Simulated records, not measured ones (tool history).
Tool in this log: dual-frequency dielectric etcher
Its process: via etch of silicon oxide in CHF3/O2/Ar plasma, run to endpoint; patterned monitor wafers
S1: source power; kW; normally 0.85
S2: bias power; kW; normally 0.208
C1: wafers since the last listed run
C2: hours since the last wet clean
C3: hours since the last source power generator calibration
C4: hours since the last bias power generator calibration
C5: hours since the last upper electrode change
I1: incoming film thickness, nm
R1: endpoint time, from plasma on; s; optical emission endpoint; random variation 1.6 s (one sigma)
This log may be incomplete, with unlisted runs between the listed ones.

run,hour,S1,S2,C1,C2,C3,C4,C5,I1,R1
1,0,0.85,0.208,0,242.8,3076.4,3804.4,5910.1,488.6,224.4
2,23.4,0.85,0.22,143,266.2,3099.8,3827.8,5933.5,485,219.1
3,51.8,0.85,0.22,173,294.6,3128.2,3856.2,5961.9,485.4,225.1
4,149.1,0.85,0.208,595,391.9,3225.5,3953.5,6059.2,491.7,232.3
5,168.5,0.85,0.208,118,411.3,3244.9,3972.9,6078.6,493.5,230.2
6,199.2,0.85,0.208,187,442,3275.6,4003.6,6109.3,492.9,231.5
7,219,0.73,0.208,121,461.8,3295.4,4023.4,6129.1,491.1,247.4
8,239,0.73,0.208,122,481.8,3315.4,4043.4,6149.1,492.8,243.6
# hour 282.1: upper electrode replaced
9,282.6,0.73,0.208,119,525.4,3359,4087,0.5,487.4,243.7
# hour 308.5: wet clean of the chamber
10,309,0.85,0.208,14,0.5,3385.4,4113.4,26.9,486.2,221.7
11,371.9,0.85,0.208,384,63.4,3448.3,4176.3,89.8,486,224.7
12,385.4,1,0.234,82,76.9,3461.8,4189.8,103.3,489.1,205.8
# hour 402.5: bias power generator calibrated
# hour 414: source power generator calibrated
13,414.5,1,0.234,129,106,0.5,12,132.4,487.9,208.6
14,445.8,0.92,0.161,191,137.3,31.8,43.3,163.7,485.3,233
15,468.9,0.66,0.195,141,160.4,54.9,66.4,186.8,488.5,256.7
16,488.1,1.03,0.163,117,179.6,74.1,85.6,206,491.8,225.7
17,514.8,0.7,0.256,163,206.3,100.8,112.3,232.7,492.8,237.1
18,549.9,0.76,0.208,214,241.4,135.9,147.4,267.8,484.9,236.3
19,583.9,0.85,0.208,208,275.4,169.9,181.4,301.8,488.7,232.1
20,613.5,1.01,0.241,181,305,199.5,211,331.4,487.5,209.3
21,638.9,0.99,0.237,155,330.4,224.9,236.4,356.8,484,211.5
22,666.5,0.67,0.23,168,358,252.5,264,384.4,487.3,247.7
23,683.8,0.85,0.208,105,375.3,269.8,281.3,401.7,488,232.8
24,705.5,0.77,0.187,132,397,291.5,303,423.4,489,252.7
25,740.3,0.85,0.208,212,431.8,326.3,337.8,458.2,493.8,240.9
# hour 776.7: wet clean of the chamber
26,777.2,0.85,0.208,78,0.5,363.2,374.7,495.1,487.1,219.1
27,804.4,0.85,0.208,166,27.7,390.4,401.9,522.3,490.5,224.6

Each row is a separate what-if for the run after 27, all from the same tool condition, not one after another. Results?
A,804.9,0.85,0.208,3,28.2,390.9,402.4,522.8,487.2,?
B,804.9,0.85,0.177,3,28.2,390.9,402.4,522.8,487.2,?
C,804.9,0.65,0.255,3,28.2,390.9,402.4,522.8,487.2,?
D,804.9,0.95,0.208,3,28.2,390.9,402.4,522.8,487.2,?

run,R1
A,224.2
B,232.7
C,236.2
D,214.8
Without the tool's unlogged condition, the same runs would have read:
run,R1
A,221.4
B,229.8
C,233.2
D,212.1
